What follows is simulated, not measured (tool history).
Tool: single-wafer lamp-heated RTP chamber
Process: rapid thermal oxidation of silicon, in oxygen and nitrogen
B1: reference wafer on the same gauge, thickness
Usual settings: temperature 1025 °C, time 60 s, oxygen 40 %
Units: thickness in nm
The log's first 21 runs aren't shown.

{"day": 11.971, "done": "gauge calibrated"}
{"run": 22, "day": 12.079, "temperature": 1002, "time": 48, "oxygen": 49, "B1": 5.944, "thickness": 4.889}
{"run": 23, "day": 12.617, "temperature": 1025, "time": 60, "oxygen": 30, "B1": 5.939, "thickness": 5.324}
{"run": 24, "day": 13.238, "temperature": 1025, "time": 60, "oxygen": 40, "B1": 5.942, "thickness": 5.844}
{"run": 25, "day": 13.854, "temperature": 1038, "time": 80, "oxygen": 17, "B1": 5.938, "thickness": 5.441}
{"run": 26, "day": 14.258, "temperature": 1025, "time": 47, "oxygen": 40, "B1": 5.936, "thickness": 5.279}
{"run": 27, "day": 14.946, "temperature": 1012, "time": 60, "oxygen": 56, "B1": 5.94, "thickness": 5.994}
{"run": 28, "day": 15.304, "temperature": 1049, "time": 60, "oxygen": 25, "B1": 5.942, "thickness": 5.862}
{"day": 16.312, "done": "pyrometer window cleaned and pyrometer calibrated"}
{"run": 29, "day": 16.333, "temperature": 1053, "time": 34, "oxygen": 40, "B1": 5.943, "thickness": 5.493}
{"run": 30, "day": 16.529, "temperature": 1035, "time": 37, "oxygen": 52, "B1": 5.941, "thickness": 5.519}
{"day": 17.642, "done": "oxygen flow controller replaced"}
{"run": 31, "day": 18.275, "temperature": 1046, "time": 32, "oxygen": 53, "B1": 5.938, "thickness": 5.65}
{"run": 32, "day": 18.542, "temperature": 1038, "time": 80, "oxygen": 17, "B1": 5.94, "thickness": 5.389}
{"run": 33, "day": 18.929, "temperature": 1025, "time": 60, "oxygen": 40, "B1": 5.936, "thickness": 5.827}
{"run": 34, "day": 19.65, "temperature": 1017, "time": 72, "oxygen": 40, "B1": 5.944, "thickness": 5.959}
{"run": 35, "day": 20.338, "temperature": 1025, "time": 60, "oxygen": 40, "B1": 5.941, "thickness": 5.835}
{"run": 36, "day": 20.867, "temperature": 1025, "time": 60, "oxygen": 49, "B1": 5.937, "thickness": 6.242}
{"run": 37, "day": 22.804, "temperature": 1025, "time": 60, "oxygen": 17, "B1": 5.945, "thickness": 4.423}
{"run": 38, "day": 23.117, "temperature": 1025, "time": 60, "oxygen": 40, "B1": 5.937, "thickness": 5.827}
{"run": 39, "day": 23.633, "temperature": 1033, "time": 60, "oxygen": 40, "B1": 5.942, "thickness": 6.159}

3 ways to go on from here, each from the tool as it stands after run 39. What would each give?
{"run": "A", "day": 23.65, "temperature": 1025, "time": 60, "oxygen": 40, "B1": "?", "thickness": "?"}
{"run": "B", "day": 23.65, "temperature": 1025, "time": 60, "oxygen": 61, "B1": "?", "thickness": "?"}
{"run": "C", "day": 23.65, "temperature": 1038, "time": 34, "oxygen": 40, "B1": "?", "thickness": "?"}

run=A B1=5.942 thickness=5.838
run=B B1=5.942 thickness=6.75
run=C B1=5.942 thickness=5.021
Without the tool's hidden state the same runs would have given:
run=A thickness=5.81
run=B thickness=6.717
run=C thickness=4.998
